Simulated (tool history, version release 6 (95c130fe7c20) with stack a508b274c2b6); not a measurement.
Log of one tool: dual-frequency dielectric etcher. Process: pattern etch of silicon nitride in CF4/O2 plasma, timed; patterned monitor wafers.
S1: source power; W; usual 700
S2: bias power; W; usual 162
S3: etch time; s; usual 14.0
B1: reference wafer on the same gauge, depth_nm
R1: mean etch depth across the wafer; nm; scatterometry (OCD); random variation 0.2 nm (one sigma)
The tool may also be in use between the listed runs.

run 1 hour=0.0 | S1=700 S2=162 S3=14.0 | B1=39.19 | R1=39.04
run 2 hour=40.1 | S1=700 S2=162 S3=14.0 | B1=39.12 | R1=38.75
run 3 hour=75.7 | S1=700 S2=162 S3=14.0 | B1=39.18 | R1=39.18
run 4 hour=115.4 | S1=740 S2=162 S3=14.0 | B1=39.28 | R1=41.10
-- hour=126.3 bias power generator calibrated
run 5 hour=149.4 | S1=600 S2=162 S3=17.0 | B1=39.21 | R1=41.84
run 6 hour=209.5 | S1=780 S2=136 S3=14.0 | B1=39.23 | R1=40.65
run 7 hour=253.8 | S1=630 S2=162 S3=14.0 | B1=39.19 | R1=35.61
-- hour=293.9 wet clean of the chamber
run 8 hour=294.4 | S1=880 S2=189 S3=14.0 | B1=39.15 | R1=49.48
-- hour=310.5 source power generator calibrated
run 9 hour=321.7 | S1=700 S2=162 S3=14.0 | B1=39.24 | R1=36.85
run 10 hour=350.6 | S1=700 S2=162 S3=12.0 | B1=39.25 | R1=31.70
run 11 hour=399.1 | S1=880 S2=162 S3=14.0 | B1=39.20 | R1=44.92
run 12 hour=456.3 | S1=850 S2=146 S3=16.0 | B1=39.15 | R1=48.62
run 13 hour=487.4 | S1=700 S2=126 S3=14.0 | B1=39.19 | R1=34.61
-- hour=580.0 gauge calibrated
run 14 hour=601.2 | S1=840 S2=184 S3=16.5 | B1=39.19 | R1=53.13
run 15 hour=658.9 | S1=700 S2=162 S3=14.0 | B1=39.15 | R1=37.24
run 16 hour=727.6 | S1=770 S2=124 S3=11.0 | B1=39.22 | R1=29.15
run 17 hour=756.9 | S1=700 S2=162 S3=17.5 | B1=39.17 | R1=46.65
run 18 hour=803.2 | S1=700 S2=162 S3=14.0 | B1=39.13 | R1=37.72
-- hour=846.8 wet clean of the chamber
-- hour=854.7 upper electrode replaced
run 19 hour=855.2 | S1=760 S2=199 S3=12.0 | B1=39.26 | R1=36.81
run 20 hour=898.5 | S1=700 S2=162 S3=14.0 | B1=39.23 | R1=37.60
run 21 hour=933.2 | S1=700 S2=162 S3=14.0 | B1=39.16 | R1=37.58
run 22 hour=982.8 | S1=860 S2=145 S3=14.0 | B1=39.09 | R1=43.57
run 23 hour=1061.7 | S1=700 S2=162 S3=14.0 | B1=39.15 | R1=37.74
run 24 hour=1124.3 | S1=610 S2=125 S3=16.0 | B1=39.24 | R1=35.53
run 25 hour=1166.0 | S1=560 S2=187 S3=14.0 | B1=39.18 | R1=32.90
run 26 hour=1199.6 | S1=580 S2=181 S3=18.0 | B1=39.25 | R1=43.20
run 27 hour=1246.0 | S1=600 S2=194 S3=16.5 | B1=39.17 | R1=42.07
run 28 hour=1289.2 | S1=700 S2=131 S3=11.5 | B1=39.15 | R1=29.28
-- hour=1358.6 wet clean of the chamber
run 29 hour=1359.1 | S1=580 S2=149 S3=14.0 | B1=39.29 | R1=31.72

The tool's hidden state at each run:
etch rate over this chamber's usual, %: 0 in every run
bias power that arrives over what is set, %: 0 in every run
gauge reads high (%): 0 in every run
H1: source power that arrives over what is set, %
run=1 H1=5.58
run=2 H1=5.6
run=3 H1=5.62
run=4 H1=5.63
run=5 H1=5.65
run=6 H1=5.68
run=7 H1=5.69
run=8 H1=5.71
run=9 H1=-0.693
run=10 H1=-0.539
run=11 H1=-0.291
run=12 H1=-0.0143
run=13 H1=0.129
run=14 H1=0.617
run=15 H1=0.844
run=16 H1=1.1
run=17 H1=1.2
run=18 H1=1.35
run=19 H1=1.52
run=20 H1=1.65
run=21 H1=1.75
run=22 H1=1.89
run=23 H1=2.1
run=24 H1=2.25
run=25 H1=2.34
run=26 H1=2.42
run=27 H1=2.52
run=28 H1=2.6
run=29 H1=2.74
